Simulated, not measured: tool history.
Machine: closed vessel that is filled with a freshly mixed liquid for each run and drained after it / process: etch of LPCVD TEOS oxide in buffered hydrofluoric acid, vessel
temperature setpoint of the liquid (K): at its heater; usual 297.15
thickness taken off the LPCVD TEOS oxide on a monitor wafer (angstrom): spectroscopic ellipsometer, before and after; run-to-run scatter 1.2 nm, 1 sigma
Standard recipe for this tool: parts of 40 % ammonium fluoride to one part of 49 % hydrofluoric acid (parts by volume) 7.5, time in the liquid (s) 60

run    hour  temperature setpoint of the liquid (K)  parts of 40 % ammonium fluoride to one part of 49 % hydrofluoric acid (parts by volume)  time in the liquid (s)  wafers since the last listed run  hours since the thermometer was replaced  hours since the hydrofluoric acid flow meter was replaced  hours since the gauge calibration  read-back film thickness of the LPCVD TEOS oxide reference wafer, read on the same gauge (nm)  thickness taken off the LPCVD TEOS oxide on a monitor wafer (angstrom)
  1       0                                  297.15                                                                                      7.5                      70                                 0                                    1417.9                                                      296.8                                354                                                                                            110                                                                  1465.2
  2    53.2                                  297.15                                                                                      7.5                      70                              5597                                    1471.1                                                        350                              407.2                                                                                            110                                                                  1430.7
  3    81.7                                  297.15                                                                                      7.5                      70                              2998                                    1499.6                                                      378.5                              435.7                                                                                         109.98                                                                  1441.5
  4   145.9                                  297.15                                                                                      7.5                      60                              6754                                    1563.8                                                      442.7                              499.9                                                                                         109.99                                                                  1219.5
      219.7  -- hydrofluoric acid flow meter replaced
  5     353                                  297.15                                                                                      7.5                      60                             21683                                    1770.9                                                      133.3                                707                                                                                         109.98                                                                  1312.1
  6   405.9                                  294.15                                                                                        6                      60                              5565                                    1823.8                                                      186.2                              759.9                                                                                         110.01                                                                  1357.8
  7   472.4                                  294.15                                                                                        6                      60                              6996                                    1890.3                                                      252.7                              826.4                                                                                            110                                                                    1317
  8   529.1                                  294.15                                                                                        6                      60                              5965                                      1947                                                      309.4                              883.1                                                                                         109.99                                                                  1335.3
  9   582.7                                  297.15                                                                                      7.5                      40                              5639                                    2000.6                                                        363                              936.7                                                                                            110                                                                   832.9
 10     651                                  297.15                                                                                      7.5                      40                              7185                                    2068.9                                                      431.3                               1005                                                                                         109.99                                                                   812.5
 11   718.2                                  297.15                                                                                      7.5                      60                              7069                                    2136.1                                                      498.5                             1072.2                                                                                         109.98                                                                    1219
 12   750.7                                  297.15                                                                                      7.5                      60                              3419                                    2168.6                                                        531                             1104.7                                                                                            110                                                                    1218
      782.8  -- hydrofluoric acid flow meter replaced
 13   794.6                                  299.15                                                                                      7.5                      60                              4513                                    2212.5                                                       11.8                             1148.6                                                                                         109.99                                                                  1485.9
 14   858.3                                  299.15                                                                                      7.5                      60                              6701                                    2276.2                                                       75.5                             1212.3                                                                                         109.99                                                                  1462.2
 15   928.2                                  299.15                                                                                      7.5                      60                              7354                                    2346.1                                                      145.4                             1282.2                                                                                            110                                                                  1452.8
 16   971.4                                  298.65                                                                                        9                      60                              4544                                    2389.3                                                      188.6                             1325.4                                                                                         109.99                                                                  1166.3
      990.7  -- gauge calibrated
     1022.8  -- thermometer replaced
 17  1028.7                                  300.65                                                                                        6                      40                              5923                                       5.9                                                      245.9                                 38                                                                                         109.96                                                                  1208.8
 18  1088.2                                  300.15                                                                                      7.5                      60                              6259                                      65.4                                                      305.4                               97.5                                                                                         110.01                                                                  1407.2
 19  1115.2                                  301.15                                                                                      6.5                      40                              2840                                      92.4                                                      332.4                              124.5                                                                                            110                                                                  1155.4
 20  1174.3                                  300.65                                                                                        6                      40                              6217                                     151.5                                                      391.5                              183.6                                                                                         109.98                                                                  1177.2
 21  1210.1                                  297.15                                                                                        6                      40                              3766                                     187.3                                                      427.3                              219.4                                                                                         110.01                                                                  1000.3
 22  1302.5                                  294.65                                                                                      9.5                      95                              9721                                     279.7                                                      519.7                              311.8                                                                                         109.98                                                                  1322.2
 23  1329.1                                  297.15                                                                                      5.5                      60                              2798                                     306.3                                                      546.3                              338.4                                                                                         110.01                                                                  1588.6
 24  1382.7                                  299.65                                                                                        9                      50                              5639                                     359.9                                                      599.9                                392                                                                                         110.01                                                                   955.1
     1387.1  -- hydrofluoric acid flow meter replaced
 25  1416.3                                  297.15                                                                                      5.5                      85                              3429                                     393.5                                                       29.2                              425.6                                                                                         110.01                                                                  2423.3
 26    1441                                  299.65                                                                                        5                      45                              2598                                     418.2                                                       53.9                              450.3                                                                                         110.03                                                                  1581.6
 27  1485.4                                  293.15                                                                                       10                      35                              4671                                     462.6                                                       98.3                              494.7                                                                                         109.99                                                                   462.2
 28  1542.2                                  297.15                                                                                      7.5                      60                              5975                                     519.4                                                      155.1                              551.5                                                                                         109.98                                                                  1297.5
 29  1606.4                                  297.15                                                                                        5                      60                              6754                                     583.6                                                      219.3                              615.7                                                                                         110.02                                                                  1816.6
 30  1650.4                                  297.15                                                                                      7.5                      60                              4629                                     627.6                                                      263.3                              659.7                                                                                         109.99                                                                    1245

Results for each run, recomputed without the tool's hidden state and with each run's random variation untouched:
What the log doesn't record here: liquid hotter than its thermometer reads (K); hydrofluoric acid flow below the setpoint (%); gauge reads high (%).
run  thickness taken off the LPCVD TEOS oxide on a monitor wafer (angstrom)
  1                                                                  1503.7
  2                                                                  1481.1
  3                                                                  1499.3
  4                                                                  1281.5
  5                                                                  1298.9
  6                                                                    1343
  7                                                                  1313.2
  8                                                                  1340.3
  9                                                                   855.1
 10                                                                   843.4
 11                                                                  1279.6
 12                                                                  1285.1
 13                                                                  1429.5
 14                                                                  1420.3
 15                                                                  1426.5
 16                                                                  1131.2
 17                                                                  1255.9
 18                                                                    1492
 19                                                                  1213.4
 20                                                                    1245
 21                                                                  1062.8
 22                                                                  1411.4
 23                                                                  1710.6
 24                                                                  1012.8
 25                                                                    2397
 26                                                                  1568.5
 27                                                                   461.5
 28                                                                  1309.4
 29                                                                  1835.6
 30                                                                  1277.6

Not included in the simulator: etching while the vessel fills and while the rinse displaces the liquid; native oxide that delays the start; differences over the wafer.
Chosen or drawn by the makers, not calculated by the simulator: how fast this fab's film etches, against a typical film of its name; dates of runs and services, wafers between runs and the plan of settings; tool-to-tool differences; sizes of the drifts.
